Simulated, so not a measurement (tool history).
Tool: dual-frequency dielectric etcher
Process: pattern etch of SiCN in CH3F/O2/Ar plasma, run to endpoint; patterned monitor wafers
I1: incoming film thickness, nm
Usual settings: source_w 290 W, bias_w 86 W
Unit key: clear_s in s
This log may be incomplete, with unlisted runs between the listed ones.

run 1 day=0.000 | source_w=290 bias_w=76 | I1=7.97 | clear_s=24.8
run 2 day=0.688 | source_w=290 bias_w=76 | I1=8.00 | clear_s=25.0
run 3 day=1.362 | source_w=290 bias_w=86 | I1=7.98 | clear_s=23.4
run 4 day=1.783 | source_w=290 bias_w=86 | I1=7.98 | clear_s=23.4
run 5 day=2.096 | source_w=290 bias_w=86 | I1=8.08 | clear_s=23.7
run 6 day=2.454 | source_w=240 bias_w=96 | I1=7.96 | clear_s=23.4
run 7 day=2.850 | source_w=290 bias_w=86 | I1=7.92 | clear_s=23.2
run 8 day=3.388 | source_w=290 bias_w=86 | I1=8.00 | clear_s=23.5
run 9 day=3.867 | source_w=290 bias_w=86 | I1=8.03 | clear_s=23.8
run 10 day=4.579 | source_w=240 bias_w=95 | I1=8.04 | clear_s=23.9
run 11 day=5.096 | source_w=240 bias_w=95 | I1=8.02 | clear_s=23.8
run 12 day=5.817 | source_w=240 bias_w=95 | I1=7.96 | clear_s=23.6
run 13 day=7.783 | source_w=320 bias_w=94 | I1=8.02 | clear_s=22.2
run 14 day=8.388 | source_w=320 bias_w=94 | I1=7.91 | clear_s=21.9
run 15 day=8.733 | source_w=320 bias_w=94 | I1=7.96 | clear_s=22.0
run 16 day=9.408 | source_w=290 bias_w=86 | I1=8.02 | clear_s=24.0
run 17 day=9.862 | source_w=290 bias_w=86 | I1=7.98 | clear_s=23.8
run 18 day=10.567 | source_w=270 bias_w=93 | I1=7.99 | clear_s=23.4
run 19 day=11.217 | source_w=290 bias_w=86 | I1=8.00 | clear_s=24.1
-- day=11.679 source power generator calibrated
-- day=12.529 wet clean of the chamber
-- day=13.412 upper electrode replaced
run 20 day=13.433 | source_w=290 bias_w=64 | I1=8.05 | clear_s=26.9
run 21 day=13.450 | source_w=340 bias_w=72 | I1=7.98 | clear_s=23.8
run 22 day=13.462 | source_w=290 bias_w=86 | I1=8.03 | clear_s=23.2
run 23 day=13.475 | source_w=320 bias_w=97 | I1=8.04 | clear_s=21.3
-- day=13.688 bias power generator calibrated
run 24 day=13.708 | source_w=320 bias_w=86 | I1=7.97 | clear_s=22.4
run 25 day=14.112 | source_w=330 bias_w=68 | I1=8.01 | clear_s=24.9
run 26 day=15.558 | source_w=310 bias_w=74 | I1=7.94 | clear_s=24.3
run 27 day=15.979 | source_w=290 bias_w=86 | I1=7.97 | clear_s=23.1
run 28 day=16.438 | source_w=290 bias_w=86 | I1=7.99 | clear_s=23.2
run 29 day=16.829 | source_w=330 bias_w=86 | I1=8.03 | clear_s=22.4
run 30 day=17.254 | source_w=340 bias_w=68 | I1=7.93 | clear_s=24.8
run 31 day=17.671 | source_w=340 bias_w=93 | I1=8.00 | clear_s=21.5

Consider 5 possible next runs. They are alternatives, not a sequence: every one starts from the tool as it was left by run 31. What does each give?
run A day=17.688 | source_w=290 bias_w=86 | I1=8.01 | clear_s=?
run B day=17.688 | source_w=360 bias_w=104 | I1=8.01 | clear_s=?
run C day=17.688 | source_w=240 bias_w=105 | I1=8.01 | clear_s=?
run D day=17.688 | source_w=360 bias_w=86 | I1=8.01 | clear_s=?
run E day=17.688 | source_w=290 bias_w=99 | I1=8.01 | clear_s=?

run=A clear_s=23.3
run=B clear_s=19.9
run=C clear_s=22.2
run=D clear_s=21.8
run=E clear_s=21.7
Without the tool's unlogged condition, the same runs would have read:
run=A clear_s=23.1
run=B clear_s=19.8
run=C clear_s=22.1
run=D clear_s=21.7
run=E clear_s=21.6
